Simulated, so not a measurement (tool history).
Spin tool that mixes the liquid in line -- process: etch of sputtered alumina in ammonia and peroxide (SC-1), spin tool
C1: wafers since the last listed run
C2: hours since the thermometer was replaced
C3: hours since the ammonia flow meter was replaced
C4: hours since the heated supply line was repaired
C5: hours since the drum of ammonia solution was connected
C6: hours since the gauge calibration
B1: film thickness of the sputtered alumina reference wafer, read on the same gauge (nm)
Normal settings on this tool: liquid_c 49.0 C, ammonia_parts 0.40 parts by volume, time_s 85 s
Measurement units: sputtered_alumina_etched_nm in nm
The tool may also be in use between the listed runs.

run 1 hour=0.0 | liquid_c=49.0 ammonia_parts=0.40 time_s=85 | C1=0 C2=2065.8 C3=1722.0 C4=1608.8 C5=244.3 C6=1659.9 | B1=83.84 | sputtered_alumina_etched_nm=4.53
run 2 hour=65.8 | liquid_c=49.0 ammonia_parts=0.35 time_s=85 | C1=639 C2=2131.6 C3=1787.8 C4=1674.6 C5=310.1 C6=1725.7 | B1=83.76 | sputtered_alumina_etched_nm=4.49
run 3 hour=113.2 | liquid_c=41.0 ammonia_parts=0.40 time_s=85 | C1=460 C2=2179.0 C3=1835.2 C4=1722.0 C5=357.5 C6=1773.1 | B1=83.70 | sputtered_alumina_etched_nm=2.83
-- hour=143.8 ammonia flow meter replaced
-- hour=166.7 new drum of ammonia solution connected
run 4 hour=176.1 | liquid_c=49.0 ammonia_parts=0.40 time_s=85 | C1=592 C2=2241.9 C3=32.3 C4=1784.9 C5=9.4 C6=1836.0 | B1=83.64 | sputtered_alumina_etched_nm=4.49
-- hour=213.5 heated supply line repaired
run 5 hour=233.8 | liquid_c=52.5 ammonia_parts=0.40 time_s=65 | C1=551 C2=2299.6 C3=90.0 C4=20.3 C5=67.1 C6=1893.7 | B1=83.57 | sputtered_alumina_etched_nm=4.18
run 6 hour=286.7 | liquid_c=54.5 ammonia_parts=0.25 time_s=55 | C1=514 C2=2352.5 C3=142.9 C4=73.2 C5=120.0 C6=1946.6 | B1=83.52 | sputtered_alumina_etched_nm=3.77
run 7 hour=341.4 | liquid_c=49.0 ammonia_parts=0.60 time_s=85 | C1=531 C2=2407.2 C3=197.6 C4=127.9 C5=174.7 C6=2001.3 | B1=83.46 | sputtered_alumina_etched_nm=4.59
-- hour=360.1 thermometer replaced
run 8 hour=390.1 | liquid_c=49.0 ammonia_parts=0.40 time_s=85 | C1=463 C2=30.0 C3=246.3 C4=176.6 C5=223.4 C6=2050.0 | B1=83.42 | sputtered_alumina_etched_nm=4.48
run 9 hour=431.2 | liquid_c=49.0 ammonia_parts=0.40 time_s=60 | C1=399 C2=71.1 C3=287.4 C4=217.7 C5=264.5 C6=2091.1 | B1=83.40 | sputtered_alumina_etched_nm=3.15
run 10 hour=491.3 | liquid_c=49.0 ammonia_parts=0.40 time_s=85 | C1=584 C2=131.2 C3=347.5 C4=277.8 C5=324.6 C6=2151.2 | B1=83.37 | sputtered_alumina_etched_nm=4.43
run 11 hour=559.5 | liquid_c=42.0 ammonia_parts=0.50 time_s=85 | C1=663 C2=199.4 C3=415.7 C4=346.0 C5=392.8 C6=2219.4 | B1=83.32 | sputtered_alumina_etched_nm=3.08
run 12 hour=617.7 | liquid_c=41.5 ammonia_parts=0.20 time_s=125 | C1=565 C2=257.6 C3=473.9 C4=404.2 C5=451.0 C6=2277.6 | B1=83.27 | sputtered_alumina_etched_nm=3.98
-- hour=627.4 new drum of ammonia solution connected
run 13 hour=816.8 | liquid_c=59.0 ammonia_parts=0.25 time_s=65 | C1=1926 C2=456.7 C3=673.0 C4=603.3 C5=189.4 C6=2476.7 | B1=83.18 | sputtered_alumina_etched_nm=5.50
run 14 hour=845.8 | liquid_c=53.0 ammonia_parts=0.40 time_s=85 | C1=282 C2=485.7 C3=702.0 C4=632.3 C5=218.4 C6=2505.7 | B1=83.14 | sputtered_alumina_etched_nm=5.54
-- hour=867.4 gauge calibrated
run 15 hour=872.0 | liquid_c=49.0 ammonia_parts=0.25 time_s=85 | C1=254 C2=511.9 C3=728.2 C4=658.5 C5=244.6 C6=4.6 | B1=90.97 | sputtered_alumina_etched_nm=4.65
run 16 hour=940.3 | liquid_c=49.0 ammonia_parts=0.40 time_s=110 | C1=664 C2=580.2 C3=796.5 C4=726.8 C5=312.9 C6=72.9 | B1=90.26 | sputtered_alumina_etched_nm=6.19
run 17 hour=1003.5 | liquid_c=43.0 ammonia_parts=0.25 time_s=65 | C1=614 C2=643.4 C3=859.7 C4=790.0 C5=376.1 C6=136.1 | B1=89.65 | sputtered_alumina_etched_nm=2.50
run 18 hour=1064.6 | liquid_c=56.0 ammonia_parts=0.30 time_s=85 | C1=594 C2=704.5 C3=920.8 C4=851.1 C5=437.2 C6=197.2 | B1=89.11 | sputtered_alumina_etched_nm=6.85
run 19 hour=1102.7 | liquid_c=49.0 ammonia_parts=0.40 time_s=125 | C1=370 C2=742.6 C3=958.9 C4=889.2 C5=475.3 C6=235.3 | B1=88.80 | sputtered_alumina_etched_nm=7.00
run 20 hour=1139.5 | liquid_c=43.5 ammonia_parts=0.25 time_s=115 | C1=357 C2=779.4 C3=995.7 C4=926.0 C5=512.1 C6=272.1 | B1=88.49 | sputtered_alumina_etched_nm=4.53
-- hour=1146.6 new drum of ammonia solution connected
run 21 hour=1165.9 | liquid_c=57.5 ammonia_parts=0.45 time_s=60 | C1=247 C2=805.8 C3=1022.1 C4=952.4 C5=19.3 C6=298.5 | B1=88.29 | sputtered_alumina_etched_nm=5.36
run 22 hour=1208.1 | liquid_c=54.5 ammonia_parts=0.55 time_s=60 | C1=410 C2=848.0 C3=1064.3 C4=994.6 C5=61.5 C6=340.7 | B1=88.00 | sputtered_alumina_etched_nm=4.66
run 23 hour=1253.2 | liquid_c=49.0 ammonia_parts=0.40 time_s=45 | C1=438 C2=893.1 C3=1109.4 C4=1039.7 C5=106.6 C6=385.8 | B1=87.67 | sputtered_alumina_etched_nm=2.47
run 24 hour=1308.6 | liquid_c=49.0 ammonia_parts=0.40 time_s=85 | C1=538 C2=948.5 C3=1164.8 C4=1095.1 C5=162.0 C6=441.2 | B1=87.28 | sputtered_alumina_etched_nm=4.66
run 25 hour=1335.2 | liquid_c=49.0 ammonia_parts=0.40 time_s=85 | C1=258 C2=975.1 C3=1191.4 C4=1121.7 C5=188.6 C6=467.8 | B1=87.16 | sputtered_alumina_etched_nm=4.71

3 options for the next run, each taken on its own from the tool as it stands now. Forecast them:
run A hour=1335.6 | liquid_c=41.5 ammonia_parts=0.40 time_s=85 | C1=3 C2=975.5 C3=1191.8 C4=1122.1 C5=189.0 C6=468.2 | B1=? | sputtered_alumina_etched_nm=?
run B hour=1335.6 | liquid_c=55.0 ammonia_parts=0.30 time_s=105 | C1=3 C2=975.5 C3=1191.8 C4=1122.1 C5=189.0 C6=468.2 | B1=? | sputtered_alumina_etched_nm=?
run C hour=1335.6 | liquid_c=49.0 ammonia_parts=0.40 time_s=65 | C1=3 C2=975.5 C3=1191.8 C4=1122.1 C5=189.0 C6=468.2 | B1=? | sputtered_alumina_etched_nm=?

run=A B1=87.15 sputtered_alumina_etched_nm=3.05
run=B B1=87.15 sputtered_alumina_etched_nm=7.77
run=C B1=87.15 sputtered_alumina_etched_nm=3.57
The same runs, with their run-to-run variation unchanged, on a tool lacking any hidden condition would have given:
run=A sputtered_alumina_etched_nm=3.15
run=B sputtered_alumina_etched_nm=8.02
run=C sputtered_alumina_etched_nm=3.68

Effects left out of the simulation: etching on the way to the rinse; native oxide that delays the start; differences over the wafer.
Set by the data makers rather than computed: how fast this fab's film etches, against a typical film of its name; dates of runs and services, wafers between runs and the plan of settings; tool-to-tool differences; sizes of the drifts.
